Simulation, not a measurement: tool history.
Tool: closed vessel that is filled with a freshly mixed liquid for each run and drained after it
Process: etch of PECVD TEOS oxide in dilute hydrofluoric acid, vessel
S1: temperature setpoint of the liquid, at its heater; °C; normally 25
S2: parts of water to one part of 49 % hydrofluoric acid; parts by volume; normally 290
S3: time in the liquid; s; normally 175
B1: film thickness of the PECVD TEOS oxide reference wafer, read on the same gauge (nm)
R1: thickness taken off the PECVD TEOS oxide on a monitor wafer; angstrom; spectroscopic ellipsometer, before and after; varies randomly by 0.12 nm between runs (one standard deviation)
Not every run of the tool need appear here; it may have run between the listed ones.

run   hour    S1   S2   S3     B1     R1
  1      0    25  290  175  39.97  144.7
  2   69.1    25  290  175  39.99  144.4
  3  103.2    25  290  215  40.01  178.1
  4  154.3    25  290  215  39.97  179.1
  5    195    25  290  215  39.98  175.8
  6  262.5    25  290  175  40.01  144.8
     280.7  -- thermometer replaced
  7  313.2    25  290  225  40.04  185.7
  8  376.9    25  290  175  40.01  143.7
     410.5  -- hydrofluoric acid flow meter replaced
  9  411.4    25  290  215  40.04  177.6
 10  442.6    22  290  175     40  129.1
 11  510.7    25  290  175  39.95  143.9
 12  563.8  27.5  290  175  40.03  159.6
     633.1  -- gauge calibrated
 13  730.6    28  385  215     40  133.6
 14  791.6    22  435  175     40   76.6
 15  825.2    25  290  200  40.01  164.6
 16  867.2  22.5  415   75  40.02   35.3
 17  900.9    25  205  175  40.02  223.2

Below are 4 alternative next runs, each starting from the tool's condition after run 17. Predict each:
  A  901.6    25  290  175   ?   ?
  B  901.6    23  370  140   ?   ?
  C  901.6  28.5  200  105   ?   ?
  D  901.6    21  290  115   ?   ?

run     B1     R1
  A  40.04  144.7
  B  40.04   78.5
  C  40.04  156.8
  D  40.04   82.5
With the hidden condition removed and each run's random variation left untouched, the same runs would have given:
run     R1
  A  144.7
  B   78.5
  C  156.8
  D   82.5
